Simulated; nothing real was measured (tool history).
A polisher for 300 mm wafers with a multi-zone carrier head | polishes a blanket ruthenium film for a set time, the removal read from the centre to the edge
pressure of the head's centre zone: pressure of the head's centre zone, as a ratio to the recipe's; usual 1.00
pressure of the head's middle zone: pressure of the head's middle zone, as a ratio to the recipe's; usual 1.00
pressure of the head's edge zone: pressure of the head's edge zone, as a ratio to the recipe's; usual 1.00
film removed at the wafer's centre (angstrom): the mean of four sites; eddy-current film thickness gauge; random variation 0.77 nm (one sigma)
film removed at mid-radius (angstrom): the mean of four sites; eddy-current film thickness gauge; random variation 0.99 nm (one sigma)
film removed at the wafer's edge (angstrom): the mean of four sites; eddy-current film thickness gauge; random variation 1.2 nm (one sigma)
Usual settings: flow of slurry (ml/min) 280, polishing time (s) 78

run,hour,flow of slurry (ml/min),pressure of the head's centre zone,pressure of the head's middle zone,pressure of the head's edge zone,polishing time (s),wafers since the last listed run,wafers polished on this pad,hours since the slurry nozzle was cleaned,hours since the centre zone pressure was calibrated,hours since the edge zone pressure was calibrated,hours since the carrier head's membrane was replaced,"incoming thickness of the incoming film, nm",film removed at the wafer's centre (angstrom),film removed at mid-radius (angstrom),film removed at the wafer's edge (angstrom)
1,0.0,280,1.00,1.00,1.00,78,0,1150,616.2,930.7,236.6,15.5,332.7,749,752,779
# hour 6.7: worn pad replaced by a new one
2,7.2,280,1.00,1.00,1.00,78,40,6,623.4,937.9,243.8,22.7,333.3,796,771,815
3,22.2,280,1.04,1.00,1.00,78,188,194,638.4,952.9,258.8,37.7,329.8,809,784,797
4,31.4,280,1.04,1.00,1.00,78,115,310,647.6,962.1,268.0,46.9,329.3,807,797,802
5,42.8,280,1.04,1.00,1.00,78,143,453,659.0,973.5,279.4,58.3,328.8,805,749,796
6,56.4,280,1.00,1.00,1.00,78,170,624,672.6,987.1,293.0,71.9,327.4,756,752,778
# hour 68.0: edge zone pressure recalibrated
7,70.2,280,1.00,1.06,1.00,78,148,772,686.4,1000.9,2.2,85.7,327.9,749,790,787
# hour 89.5: worn pad replaced by a new one
8,90.0,280,1.10,0.93,1.05,94,198,6,706.2,1020.7,22.0,105.5,333.3,1031,888,1017
# hour 94.1: slurry nozzle cleaned
9,102.5,280,1.00,1.00,1.00,55,144,150,8.4,1033.2,34.5,118.0,331.2,593,584,596
10,109.7,280,1.09,1.11,1.00,55,90,241,15.6,1040.4,41.7,125.2,332.3,627,631,590
# hour 113.3: centre zone pressure recalibrated
11,115.9,280,1.07,1.05,1.00,78,52,293,21.8,2.6,47.9,131.4,330.9,883,849,816
12,122.8,280,1.00,1.00,1.00,78,86,380,28.7,9.5,54.8,138.3,333.7,812,822,828
13,138.2,280,1.04,1.00,1.00,78,193,573,44.1,24.9,70.2,153.7,328.5,850,786,829
14,146.8,280,1.00,0.96,0.88,78,107,681,52.7,33.5,78.8,162.3,334.5,811,779,760
15,162.4,330,1.00,0.93,0.90,88,195,877,68.3,49.1,94.4,177.9,332.1,927,859,902
# hour 170.7: worn pad replaced by a new one
16,175.1,280,1.00,0.90,1.00,78,109,55,81.0,61.8,107.1,190.6,333.5,817,763,844
17,187.7,280,1.00,1.00,1.00,78,158,213,93.6,74.4,119.7,203.2,333.9,831,821,861
18,201.1,280,0.93,1.00,1.05,78,168,381,107.0,87.8,133.1,216.6,331.7,760,798,852

Run 19 comes next. What will it give?
19,210.8,280,1.10,1.08,1.00,78,121,503,116.7,97.5,142.8,226.3,329.3,?,?,?

Run 19 gave film removed at the wafer's centre (angstrom) 888, film removed at mid-radius (angstrom) 887, film removed at the wafer's edge (angstrom) 834.
Without the tool's hidden state the same run would have given film removed at the wafer's centre (angstrom) 922, film removed at mid-radius (angstrom) 919, film removed at the wafer's edge (angstrom) 862.
